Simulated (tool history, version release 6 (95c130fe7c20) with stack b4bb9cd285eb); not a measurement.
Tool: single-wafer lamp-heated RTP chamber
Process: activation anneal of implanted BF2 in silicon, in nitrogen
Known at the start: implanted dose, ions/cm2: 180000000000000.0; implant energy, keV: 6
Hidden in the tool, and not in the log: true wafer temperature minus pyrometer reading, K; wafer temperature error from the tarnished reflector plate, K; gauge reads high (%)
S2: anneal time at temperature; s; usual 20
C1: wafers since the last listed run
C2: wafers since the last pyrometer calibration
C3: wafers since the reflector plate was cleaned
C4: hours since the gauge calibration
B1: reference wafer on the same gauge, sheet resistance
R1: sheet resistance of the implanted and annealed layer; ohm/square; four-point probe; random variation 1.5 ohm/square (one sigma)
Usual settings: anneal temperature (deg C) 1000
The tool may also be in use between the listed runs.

{"run": 1, "hour": 0.0, "anneal temperature (deg C)": 1000, "S2": 20, "C1": 0, "C2": 6908, "C3": 2978, "C4": 20.7, "B1": 764.79, "R1": 686.72}
{"run": 2, "hour": 24.0, "anneal temperature (deg C)": 1000, "S2": 20, "C1": 195, "C2": 7103, "C3": 3173, "C4": 44.7, "B1": 764.83, "R1": 686.55}
{"run": 3, "hour": 50.8, "anneal temperature (deg C)": 1000, "S2": 20, "C1": 217, "C2": 7321, "C3": 3391, "C4": 71.5, "B1": 764.97, "R1": 687.98}
{"run": 4, "hour": 80.3, "anneal temperature (deg C)": 1000, "S2": 20, "C1": 239, "C2": 7561, "C3": 3631, "C4": 101, "B1": 764.82, "R1": 684.86}
{"run": 5, "hour": 108.5, "anneal temperature (deg C)": 1000, "S2": 20, "C1": 229, "C2": 7790, "C3": 3860, "C4": 129.2, "B1": 764.75, "R1": 683.77}
{"run": 6, "hour": 124.9, "anneal temperature (deg C)": 1000, "S2": 20, "C1": 133, "C2": 7924, "C3": 3993, "C4": 145.6, "B1": 765.28, "R1": 683.94}
{"run": 7, "hour": 153.6, "anneal temperature (deg C)": 1000, "S2": 20, "C1": 233, "C2": 8157, "C3": 4227, "C4": 174.3, "B1": 764.84, "R1": 684.59}
{"hour": 184.1, "done": "pyrometer window cleaned and pyrometer calibrated"}
{"run": 8, "hour": 184.6, "anneal temperature (deg C)": 1000, "S2": 20, "C1": 187, "C2": 4, "C3": 4414, "C4": 205.3, "B1": 764.85, "R1": 701.19}
{"hour": 195.5, "done": "reflector plate cleaned"}
{"run": 9, "hour": 203.9, "anneal temperature (deg C)": 1000, "S2": 20, "C1": 91, "C2": 96, "C3": 67, "C4": 224.6, "B1": 765.22, "R1": 705.12}
{"run": 10, "hour": 227.1, "anneal temperature (deg C)": 1000, "S2": 20, "C1": 188, "C2": 284, "C3": 256, "C4": 247.8, "B1": 765.01, "R1": 705.22}
{"run": 11, "hour": 241.1, "anneal temperature (deg C)": 980, "S2": 26, "C1": 113, "C2": 398, "C3": 370, "C4": 261.8, "B1": 764.89, "R1": 723.1}
{"run": 12, "hour": 263.7, "anneal temperature (deg C)": 980, "S2": 9, "C1": 183, "C2": 582, "C3": 554, "C4": 284.4, "B1": 764.74, "R1": 753.53}
{"hour": 286.9, "done": "gauge calibrated"}
{"run": 13, "hour": 296.1, "anneal temperature (deg C)": 1000, "S2": 20, "C1": 263, "C2": 845, "C3": 817, "C4": 9.2, "B1": 765.09, "R1": 704.46}
{"run": 14, "hour": 330.5, "anneal temperature (deg C)": 1000, "S2": 13, "C1": 279, "C2": 1125, "C3": 1097, "C4": 43.6, "B1": 765.01, "R1": 715.3}
{"run": 15, "hour": 359.3, "anneal temperature (deg C)": 978, "S2": 12, "C1": 234, "C2": 1359, "C3": 1331, "C4": 72.4, "B1": 765.1, "R1": 745.46}
{"run": 16, "hour": 375.6, "anneal temperature (deg C)": 986, "S2": 20, "C1": 132, "C2": 1492, "C3": 1464, "C4": 88.7, "B1": 765.21, "R1": 718.7}
{"run": 17, "hour": 396.7, "anneal temperature (deg C)": 1009, "S2": 24, "C1": 171, "C2": 1663, "C3": 1635, "C4": 109.8, "B1": 764.89, "R1": 679.8}
{"run": 18, "hour": 410.4, "anneal temperature (deg C)": 984, "S2": 16, "C1": 111, "C2": 1775, "C3": 1747, "C4": 123.5, "B1": 765.01, "R1": 723.39}
{"run": 19, "hour": 427.1, "anneal temperature (deg C)": 985, "S2": 17, "C1": 135, "C2": 1911, "C3": 1883, "C4": 140.2, "B1": 765, "R1": 722.82}

How the hidden state differs across the entries between the runs, from the last listed run before each to the first after it:
Between runs 7 and 8: pyrometer window cleaned and pyrometer calibrated (hour 184.1)
  true wafer temperature minus pyrometer reading, K: 13.2 -> 0.748; wafer temperature error from the tarnished reflector plate, K: 5.24 -> 5.86
  measured less the result without the state, R1: -25.2 -> -9.41 ohm/square
Between runs 8 and 9: reflector plate cleaned (hour 195.5)
  true wafer temperature minus pyrometer reading, K: 0.748 -> 1.5; wafer temperature error from the tarnished reflector plate, K: 5.86 -> 1.48
  measured less the result without the state, R1: -9.41 -> -4.25 ohm/square
Between runs 12 and 13: gauge calibrated (hour 286.9)
  true wafer temperature minus pyrometer reading, K: 3.56 -> 4.52; wafer temperature error from the tarnished reflector plate, K: 1.56 -> 1.66
  measured less the result without the state, R1: -6.43 -> -8.85 ohm/square
